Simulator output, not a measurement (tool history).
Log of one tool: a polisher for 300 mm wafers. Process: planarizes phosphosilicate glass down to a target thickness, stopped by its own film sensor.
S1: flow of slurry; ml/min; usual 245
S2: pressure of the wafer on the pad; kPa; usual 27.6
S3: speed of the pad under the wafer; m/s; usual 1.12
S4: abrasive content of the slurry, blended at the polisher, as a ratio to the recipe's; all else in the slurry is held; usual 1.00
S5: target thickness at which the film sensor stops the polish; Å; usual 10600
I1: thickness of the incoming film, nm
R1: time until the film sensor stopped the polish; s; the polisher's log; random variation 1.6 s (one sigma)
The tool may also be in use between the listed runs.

run 1 day=0.000 | S1=245 S2=27.6 S3=1.12 S4=1.00 S5=10600 | I1=2161.3 | R1=90.2
run 2 day=1.092 | S1=245 S2=27.6 S3=1.12 S4=1.00 S5=10600 | I1=2129.7 | R1=84.6
-- day=2.262 slurry nozzle cleaned
run 3 day=2.546 | S1=245 S2=27.6 S3=1.12 S4=1.00 S5=10600 | I1=2149.0 | R1=91.4
-- day=3.029 slurry blender recalibrated
run 4 day=3.538 | S1=245 S2=22.1 S3=1.12 S4=1.25 S5=12750 | I1=2149.4 | R1=84.1
run 5 day=4.583 | S1=245 S2=27.6 S3=1.12 S4=1.00 S5=13720 | I1=2179.0 | R1=70.1
run 6 day=5.846 | S1=245 S2=32.4 S3=1.38 S4=1.00 S5=8720 | I1=2127.4 | R1=79.6
run 7 day=7.279 | S1=215 S2=27.6 S3=1.12 S4=1.25 S5=10600 | I1=2120.6 | R1=88.5
-- day=8.308 worn pad replaced by a new one
run 8 day=8.383 | S1=245 S2=24.1 S3=1.44 S4=1.00 S5=10600 | I1=2150.2 | R1=84.8
-- day=10.746 head pressure recalibrated
-- day=11.225 slurry blender recalibrated
-- day=12.321 conditioning disc replaced and pad reconditioned
run 9 day=12.450 | S1=245 S2=27.6 S3=1.12 S4=1.00 S5=7890 | I1=2152.1 | R1=114.9
run 10 day=13.329 | S1=245 S2=27.6 S3=1.12 S4=1.00 S5=10600 | I1=2130.5 | R1=89.1
run 11 day=14.962 | S1=245 S2=27.6 S3=1.12 S4=1.00 S5=10600 | I1=2178.7 | R1=95.6
run 12 day=15.871 | S1=245 S2=27.6 S3=1.12 S4=1.00 S5=7890 | I1=2133.3 | R1=119.3
run 13 day=16.454 | S1=245 S2=27.6 S3=1.50 S4=1.15 S5=8260 | I1=2169.3 | R1=96.0
run 14 day=16.971 | S1=200 S2=34.5 S3=1.12 S4=0.70 S5=10600 | I1=2165.4 | R1=96.2
-- day=17.500 worn pad replaced by a new one
run 15 day=17.658 | S1=245 S2=27.6 S3=0.76 S4=1.00 S5=10600 | I1=2113.9 | R1=107.9
run 16 day=18.892 | S1=245 S2=27.6 S3=1.12 S4=1.00 S5=10600 | I1=2151.0 | R1=89.0
run 17 day=19.846 | S1=245 S2=27.6 S3=1.12 S4=1.00 S5=10600 | I1=2143.0 | R1=88.7
run 18 day=20.729 | S1=245 S2=27.6 S3=1.12 S4=1.00 S5=14000 | I1=2159.0 | R1=62.3
-- day=21.504 slurry blender recalibrated
run 19 day=21.850 | S1=245 S2=19.3 S3=1.12 S4=1.00 S5=10600 | I1=2151.7 | R1=135.2
run 20 day=23.196 | S1=245 S2=27.6 S3=1.38 S4=1.00 S5=10600 | I1=2125.1 | R1=79.1
run 21 day=24.325 | S1=245 S2=32.4 S3=1.12 S4=1.00 S5=6970 | I1=2118.1 | R1=107.9
run 22 day=25.375 | S1=245 S2=27.6 S3=1.12 S4=1.00 S5=9220 | I1=2173.9 | R1=112.8
-- day=27.254 worn pad replaced by a new one
run 23 day=29.442 | S1=215 S2=27.6 S3=1.12 S4=1.25 S5=10600 | I1=2151.8 | R1=80.2
-- day=30.050 slurry blender recalibrated
run 24 day=30.821 | S1=245 S2=27.6 S3=1.12 S4=1.00 S5=10600 | I1=2125.1 | R1=84.2

Hidden state or all else? Some run-to-run changes of R1, split into what the settings, what came in and random variation would give without the hidden state, and what is left for the hidden state (with any gauge scatter that isn't in both results):
The hidden state here: removal rate lost through wear of the pad, %; slurry flow missing at the pad, %; deviation of the head's pressure from its setpoint, %; abrasive missing from the slurry, %; time polished since the conditioner stopped cutting, s.
Run 14 -> 15: S1 200 -> 245, S2 34.5 -> 27.6, S3 1.12 -> 0.76, S4 0.70 -> 1.00, worn pad replaced by a new one. R1 +11.7 s: hidden state -10.9, all else +22.6.
Run 18 -> 19: S2 27.6 -> 19.3, S5 14000 -> 10600, slurry blender recalibrated. R1 +72.9 s: hidden state +3.9, all else +69.0.
Run 19 -> 20: S2 19.3 -> 27.6, S3 1.12 -> 1.38. R1 -56.1 s: hidden state -0.6, all else -55.5.
Run 22 -> 23: S1 245 -> 215, S4 1.00 -> 1.25, S5 9220 -> 10600, worn pad replaced by a new one. R1 -32.6 s: hidden state -11.5, all else -21.1.
